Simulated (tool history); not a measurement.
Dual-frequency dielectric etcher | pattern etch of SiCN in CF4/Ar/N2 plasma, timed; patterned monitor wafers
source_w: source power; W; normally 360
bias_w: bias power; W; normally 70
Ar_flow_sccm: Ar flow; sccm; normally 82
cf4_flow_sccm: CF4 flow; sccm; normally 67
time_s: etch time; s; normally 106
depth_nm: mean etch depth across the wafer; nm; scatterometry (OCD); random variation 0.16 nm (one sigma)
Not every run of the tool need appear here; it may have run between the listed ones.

run	hour	source_w	bias_w	Ar_flow_sccm	cf4_flow_sccm	time_s	wafers since the last listed run	hours since the last wet clean	hours since the last source power generator calibration	hours since the last bias power generator calibration	hours since the last Ar flow controller change	hours since the last CF4 flow controller change	hours since the last upper electrode change	hours since the gauge calibration	read-back reference wafer on the same gauge, depth_nm	depth_nm
1	0	360	70	82	67	106	0	176	2618.3	3820.8	2374.3	2350	2074.2	1116.7	78.8	72.6
2	26.9	360	70	82	67	106	227	202.9	2645.2	3847.7	2401.2	2376.9	2101.1	1143.6	78.8	72.7
3	77.8	360	70	82	67	106	430	253.8	2696.1	3898.6	2452.1	2427.8	2152	1194.5	78.8	72.8
4	138.4	360	70	82	67	106	512	314.4	2756.7	3959.2	2512.7	2488.4	2212.6	1255.1	78.8	72.7
5	202.6	360	70	72	67	106	543	378.6	2820.9	4023.4	2576.9	2552.6	2276.8	1319.3	78.8	73.8
6	231.6	360	70	72	67	106	245	407.6	2849.9	4052.4	2605.9	2581.6	2305.8	1348.3	78.8	73.7
# hour 257.8: wet clean of the chamber
7	385.9	360	70	82	67	106	1103	128.1	3004.2	4206.7	2760.2	2735.9	2460.1	1502.6	78.8	72.6
8	436	360	70	82	67	106	424	178.2	3054.3	4256.8	2810.3	2786	2510.2	1552.7	78.8	72.5
9	497.2	360	70	82	67	122	518	239.4	3115.5	4318	2871.5	2847.2	2571.4	1613.9	78.8	83.5
# hour 585.3: gauge calibrated
10	610.5	360	70	82	67	122	959	352.7	3228.8	4431.3	2984.8	2960.5	2684.7	25.2	78.8	83.5
# hour 644.9: wet clean of the chamber
11	668	360	70	82	67	106	283	23.1	3286.3	4488.8	3042.3	3018	2742.2	82.7	78.8	72.2
# hour 694.3: source power generator calibrated
# hour 818.9: Ar flow controller replaced
# hour 827.8: upper electrode replaced
12	873	360	70	82	58	106	1575	228.1	178.7	4693.8	54.1	3223	45.2	287.7	78.8	69.8
13	904.7	360	70	82	67	106	268	259.8	210.4	4725.5	85.8	3254.7	76.9	319.4	78.8	72.2

What does the tool deliver on the next run?
# hour 945.4: bias power generator calibrated
14	971.1	360	70	82	67	106	528	326.2	276.8	25.7	152.2	3321.1	143.3	385.8	?	?

read-back reference wafer on the same gauge, depth_nm: 78.8
depth_nm: 72.2 nm
The same run, on a tool lacking any hidden state, would have yielded depth_nm 73.7 nm.
